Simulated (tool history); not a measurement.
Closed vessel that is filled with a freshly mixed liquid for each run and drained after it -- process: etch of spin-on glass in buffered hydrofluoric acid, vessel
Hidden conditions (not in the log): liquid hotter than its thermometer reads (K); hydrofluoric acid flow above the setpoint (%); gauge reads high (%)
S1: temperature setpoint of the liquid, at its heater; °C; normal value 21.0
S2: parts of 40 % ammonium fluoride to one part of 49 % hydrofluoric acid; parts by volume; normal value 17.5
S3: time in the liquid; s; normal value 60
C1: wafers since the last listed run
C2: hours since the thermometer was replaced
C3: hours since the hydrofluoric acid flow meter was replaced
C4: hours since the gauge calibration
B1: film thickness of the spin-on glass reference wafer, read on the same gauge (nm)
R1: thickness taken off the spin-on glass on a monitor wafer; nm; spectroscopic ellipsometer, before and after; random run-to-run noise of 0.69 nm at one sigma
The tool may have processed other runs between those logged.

run,day,S1,S2,S3,C1,C2,C3,C4,B1,R1
1,0.000,21.0,17.5,75,0,543.7,315.0,151.0,139.98,209.09
2,0.492,21.0,17.5,60,858,555.5,326.8,162.8,140.00,169.41
3,1.142,21.0,17.5,70,1134,571.1,342.4,178.4,139.98,196.94
4,1.500,21.0,17.5,60,625,579.7,351.0,187.0,140.03,168.18
5,2.067,21.0,17.5,60,988,593.3,364.6,200.6,140.01,169.04
6,2.796,21.0,17.5,60,1272,610.8,382.1,218.1,139.97,169.05
# day 2.921: gauge calibrated
7,3.346,21.0,17.5,60,959,624.0,395.3,10.2,140.01,171.11
8,3.746,21.0,17.5,60,698,633.6,404.9,19.8,139.96,170.93
9,4.167,21.0,21.0,60,734,643.7,415.0,29.9,139.99,144.04
10,4.733,21.0,21.0,60,988,657.3,428.6,43.5,139.98,145.20
11,5.392,21.0,17.5,60,1148,673.1,444.4,59.3,140.03,170.73
12,5.958,21.0,17.5,60,988,686.7,458.0,72.9,140.00,171.40
# day 6.075: hydrofluoric acid flow meter replaced
13,6.667,23.0,24.0,60,1163,703.7,14.2,89.9,140.04,148.39
14,7.325,17.5,11.0,60,1148,719.5,30.0,105.7,140.01,223.08
# day 7.821: thermometer replaced
15,7.896,17.5,17.5,60,923,1.8,43.7,119.4,140.03,130.40
16,8.454,21.0,20.0,75,974,15.2,57.1,132.8,140.02,176.55
17,9.112,21.0,17.5,60,1148,31.0,72.9,148.6,140.01,161.04
18,9.408,18.5,21.5,60,516,38.1,80.0,155.7,139.97,116.47
19,9.788,17.0,17.5,40,661,47.2,89.1,164.8,139.99,85.61
20,10.417,21.0,17.5,60,1097,62.3,104.2,179.9,140.00,160.63
21,11.008,17.0,17.5,60,1032,76.5,118.4,194.1,139.99,129.07
22,11.525,21.0,17.5,60,901,88.9,130.8,206.5,139.98,161.43
23,11.871,17.0,19.5,45,603,97.2,139.1,214.8,140.02,88.04
# day 12.225: gauge calibrated
24,12.529,17.0,24.0,60,1148,113.0,154.9,7.3,140.00,100.02
25,13.125,21.0,17.5,80,1039,127.3,169.2,21.6,139.99,217.97
26,13.562,24.5,22.0,90,763,137.8,179.7,32.1,139.97,244.91
27,14.033,23.0,15.0,60,821,149.1,191.0,43.4,139.98,210.93
28,14.417,23.5,17.5,60,668,158.3,200.2,52.6,140.02,186.32
29,15.154,23.5,24.0,90,1287,176.0,217.9,70.3,140.03,218.51
30,15.771,21.0,17.5,60,1076,190.8,232.7,85.1,139.99,164.64
31,16.129,18.0,13.5,60,625,199.4,241.3,93.7,140.01,179.19
32,16.446,21.0,17.5,40,552,207.0,248.9,101.3,139.97,109.73
33,16.812,23.0,17.5,60,639,215.8,257.7,110.1,140.00,184.19

For each entry between runs, how does the tool's hidden state at the last listed run before it compare with that at the first listed run after it?
After run 6, before run 7: gauge calibrated (day 2.921)
  liquid hotter than its thermometer reads (K): 1.28 -> 1.31
  difference, measured minus the result without the unlogged condition, R1: +11.60 -> +12.00 nm
After run 12, before run 13: hydrofluoric acid flow meter replaced (day 6.075)
  liquid hotter than its thermometer reads (K): 1.44 -> 1.47
  difference, measured minus the result without the unlogged condition, R1: +13.16 -> +11.51 nm
After run 14, before run 15: thermometer replaced (day 7.821)
  liquid hotter than its thermometer reads (K): 1.51 -> 0.262
  difference, measured minus the result without the unlogged condition, R1: +18.29 -> +1.92 nm
After run 23, before run 24: gauge calibrated (day 12.225)
  liquid hotter than its thermometer reads (K): 0.461 -> 0.494
  difference, measured minus the result without the unlogged condition, R1: +2.28 -> +2.76 nm
